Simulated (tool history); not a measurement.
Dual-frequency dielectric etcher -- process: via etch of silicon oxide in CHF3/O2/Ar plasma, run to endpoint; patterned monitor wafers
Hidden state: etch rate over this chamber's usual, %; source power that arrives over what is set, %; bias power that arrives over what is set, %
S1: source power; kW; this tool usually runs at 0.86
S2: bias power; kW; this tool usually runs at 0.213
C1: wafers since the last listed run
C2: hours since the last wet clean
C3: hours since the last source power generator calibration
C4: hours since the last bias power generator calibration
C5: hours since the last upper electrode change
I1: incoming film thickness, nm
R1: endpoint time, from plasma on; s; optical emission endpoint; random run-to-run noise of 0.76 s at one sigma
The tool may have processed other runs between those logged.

run	hour	S1	S2	C1	C2	C3	C4	C5	I1	R1
1	0	0.86	0.213	0	318.3	3246	2248.6	2374.6	608.4	251.2
2	8.1	0.86	0.213	42	326.4	3254.1	2256.7	2382.7	611.4	251.4
3	25.1	0.86	0.213	88	343.4	3271.1	2273.7	2399.7	606.3	249.4
4	42.8	0.86	0.213	92	361.1	3288.8	2291.4	2417.4	604.1	247.7
5	93.1	0.86	0.213	262	411.4	3339.1	2341.7	2467.7	610.4	250.3
6	100.5	0.86	0.213	38	418.8	3346.5	2349.1	2475.1	612.7	250
7	113.9	0.86	0.213	69	432.2	3359.9	2362.5	2488.5	615.2	252
8	120.8	0.79	0.213	35	439.1	3366.8	2369.4	2495.4	613.8	255.6
# hour 140.1: source power generator calibrated
9	140.6	0.79	0.213	82	458.9	0.5	2389.2	2515.2	611	254.3
# hour 147.8: bias power generator calibrated
10	156.1	0.79	0.213	59	474.4	16	8.3	2530.7	613.7	255.7
11	167	0.86	0.243	56	485.3	26.9	19.2	2541.6	610.1	241.5
12	184.2	0.86	0.213	89	502.5	44.1	36.4	2558.8	610.9	249.5
# hour 223.5: wet clean of the chamber
13	224	0.86	0.171	82	0.5	83.9	76.2	2598.6	606.3	266.9
14	234.1	0.86	0.196	52	10.6	94	86.3	2608.7	614.9	261.7
15	249	0.86	0.213	77	25.5	108.9	101.2	2623.6	611	255.2
16	261.3	0.92	0.233	64	37.8	121.2	113.5	2635.9	606.2	242.5
# hour 290.1: upper electrode replaced
17	290.6	0.86	0.213	27	67.1	150.5	142.8	0.5	614.7	255.3
18	291	0.98	0.227	2	67.5	150.9	143.2	0.9	611.6	244.8
19	293	0.93	0.244	10	69.5	152.9	145.2	2.9	610.2	241.4
20	305.5	0.86	0.213	65	82	165.4	157.7	15.4	604.9	252.4
21	321.6	0.79	0.213	83	98.1	181.5	173.8	31.5	605.3	255.9
22	334.4	0.66	0.249	66	110.9	194.3	186.6	44.3	610.9	261.3
23	349.2	0.86	0.213	77	125.7	209.1	201.4	59.1	608.5	251.7
24	366.8	0.74	0.213	91	143.3	226.7	219	76.7	610.1	262.8
25	379.9	0.68	0.166	68	156.4	239.8	232.1	89.8	608.2	281.6
26	388.7	0.86	0.266	45	165.2	248.6	240.9	98.6	609.4	239.6
27	395	0.86	0.213	32	171.5	254.9	247.2	104.9	615.1	254.8
28	404.6	0.86	0.213	50	181.1	264.5	256.8	114.5	608.5	252.3
29	413.4	0.86	0.213	45	189.9	273.3	265.6	123.3	607.2	249.9
30	425.6	0.86	0.213	63	202.1	285.5	277.8	135.5	608.4	251.8
31	436.1	0.72	0.178	54	212.6	296	288.3	146	607.7	272.4
32	449.7	1.01	0.24	70	226.2	309.6	301.9	159.6	611.6	235.5
33	466.3	0.86	0.213	86	242.8	326.2	318.5	176.2	615.3	254
34	481.2	1.01	0.165	77	257.7	341.1	333.4	191.1	610.5	254.4
35	497.7	0.64	0.252	85	274.2	357.6	349.9	207.6	604	255.6

Run by run, hidden condition taken away, random variation retained:
run	R1
1	255.3
2	255.5
3	253.8
4	252.3
5	255.7
6	255.5
7	257.7
8	261.5
9	260.4
10	262.2
11	247.7
12	256.1
13	267
14	261.9
15	255.6
16	243.2
17	256.4
18	245.8
19	242.5
20	253.7
21	257.5
22	263.1
23	253.7
24	265.1
25	284.2
26	242
27	257.5
28	255.1
29	252.7
30	254.8
31	275.9
32	238.7
33	257.6
34	258.3
35	259.7
